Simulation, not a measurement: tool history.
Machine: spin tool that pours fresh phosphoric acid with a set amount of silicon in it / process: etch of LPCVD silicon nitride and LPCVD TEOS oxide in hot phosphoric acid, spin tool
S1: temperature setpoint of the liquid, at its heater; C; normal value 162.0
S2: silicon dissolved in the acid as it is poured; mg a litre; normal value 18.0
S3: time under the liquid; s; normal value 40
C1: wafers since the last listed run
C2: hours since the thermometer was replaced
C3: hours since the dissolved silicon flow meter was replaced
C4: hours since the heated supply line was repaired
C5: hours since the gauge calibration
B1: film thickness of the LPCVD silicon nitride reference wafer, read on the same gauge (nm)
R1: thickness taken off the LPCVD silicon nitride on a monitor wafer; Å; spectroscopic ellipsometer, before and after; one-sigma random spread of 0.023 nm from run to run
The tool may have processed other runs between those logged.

run 1 hour=0.0 | S1=162.0 S2=18.0 S3=40 | C1=0 C2=1894.1 C3=1078.0 C4=3.2 C5=454.2 | B1=110.001 | R1=40.97
run 2 hour=20.7 | S1=162.0 S2=18.0 S3=40 | C1=326 C2=1914.8 C3=1098.7 C4=23.9 C5=474.9 | B1=109.978 | R1=40.93
-- hour=27.9 gauge calibrated
run 3 hour=38.1 | S1=162.0 S2=18.0 S3=40 | C1=274 C2=1932.2 C3=1116.1 C4=41.3 C5=10.2 | B1=110.016 | R1=41.19
run 4 hour=71.0 | S1=162.0 S2=18.0 S3=40 | C1=518 C2=1965.1 C3=1149.0 C4=74.2 C5=43.1 | B1=109.991 | R1=41.17
run 5 hour=104.1 | S1=162.0 S2=29.0 S3=40 | C1=521 C2=1998.2 C3=1182.1 C4=107.3 C5=76.2 | B1=109.995 | R1=41.30
run 6 hour=135.4 | S1=161.0 S2=18.0 S3=40 | C1=493 C2=2029.5 C3=1213.4 C4=138.6 C5=107.5 | B1=110.018 | R1=39.40
run 7 hour=150.0 | S1=162.0 S2=18.0 S3=40 | C1=230 C2=2044.1 C3=1228.0 C4=153.2 C5=122.1 | B1=110.002 | R1=41.01
run 8 hour=184.8 | S1=162.0 S2=18.0 S3=60 | C1=548 C2=2078.9 C3=1262.8 C4=188.0 C5=156.9 | B1=110.020 | R1=61.72
run 9 hour=199.3 | S1=162.0 S2=18.0 S3=40 | C1=228 C2=2093.4 C3=1277.3 C4=202.5 C5=171.4 | B1=110.030 | R1=41.21
run 10 hour=231.5 | S1=159.0 S2=28.0 S3=30 | C1=507 C2=2125.6 C3=1309.5 C4=234.7 C5=203.6 | B1=109.999 | R1=27.99
-- hour=258.2 dissolved silicon flow meter replaced
run 11 hour=258.7 | S1=164.0 S2=27.0 S3=65 | C1=412 C2=2152.8 C3=0.5 C4=261.9 C5=230.8 | B1=110.021 | R1=71.11
run 12 hour=272.0 | S1=162.0 S2=18.0 S3=40 | C1=209 C2=2166.1 C3=13.8 C4=275.2 C5=244.1 | B1=109.982 | R1=41.22
run 13 hour=301.5 | S1=162.0 S2=18.0 S3=40 | C1=464 C2=2195.6 C3=43.3 C4=304.7 C5=273.6 | B1=110.002 | R1=41.51
run 14 hour=336.3 | S1=160.0 S2=32.5 S3=55 | C1=548 C2=2230.4 C3=78.1 C4=339.5 C5=308.4 | B1=110.020 | R1=53.23
-- hour=365.4 thermometer replaced
run 15 hour=365.9 | S1=164.0 S2=24.5 S3=60 | C1=450 C2=0.5 C3=107.7 C4=369.1 C5=338.0 | B1=109.993 | R1=61.75
run 16 hour=383.3 | S1=162.0 S2=18.0 S3=40 | C1=274 C2=17.9 C3=125.1 C4=386.5 C5=355.4 | B1=109.986 | R1=39.20
run 17 hour=408.4 | S1=164.5 S2=31.0 S3=55 | C1=395 C2=43.0 C3=150.2 C4=411.6 C5=380.5 | B1=110.003 | R1=57.86
run 18 hour=430.2 | S1=162.0 S2=31.0 S3=40 | C1=343 C2=64.8 C3=172.0 C4=433.4 C5=402.3 | B1=109.962 | R1=38.76
run 19 hour=465.3 | S1=162.0 S2=18.0 S3=40 | C1=553 C2=99.9 C3=207.1 C4=468.5 C5=437.4 | B1=109.991 | R1=38.93
-- hour=469.1 gauge calibrated
run 20 hour=568.9 | S1=164.0 S2=28.0 S3=55 | C1=1632 C2=203.5 C3=310.7 C4=572.1 C5=99.8 | B1=109.987 | R1=57.63
run 21 hour=587.3 | S1=164.5 S2=10.5 S3=60 | C1=290 C2=221.9 C3=329.1 C4=590.5 C5=118.2 | B1=109.980 | R1=63.40

Measured result minus the same run's result without the hidden state. Both carry the same run-to-run variation, though not necessarily the same gauge scatter:
The hidden state here: liquid hotter than its thermometer reads (K); dissolved silicon flow below the setpoint (%); temperature lost on the way to the wafer (K); gauge reads high (%).
run=1 R1=+2.78
run=2 R1=+2.80
run=3 R1=+2.85
run=4 R1=+2.88
run=5 R1=+2.94
run=6 R1=+2.86
run=7 R1=+2.98
run=8 R1=+4.54
run=9 R1=+3.06
run=10 R1=+2.13
run=11 R1=+5.36
run=12 R1=+3.15
run=13 R1=+3.22
run=14 R1=+4.21
run=15 R1=+1.03
run=16 R1=+0.69
run=17 R1=+1.04
run=18 R1=+0.74
run=19 R1=+0.78
run=20 R1=+1.35
run=21 R1=+1.52
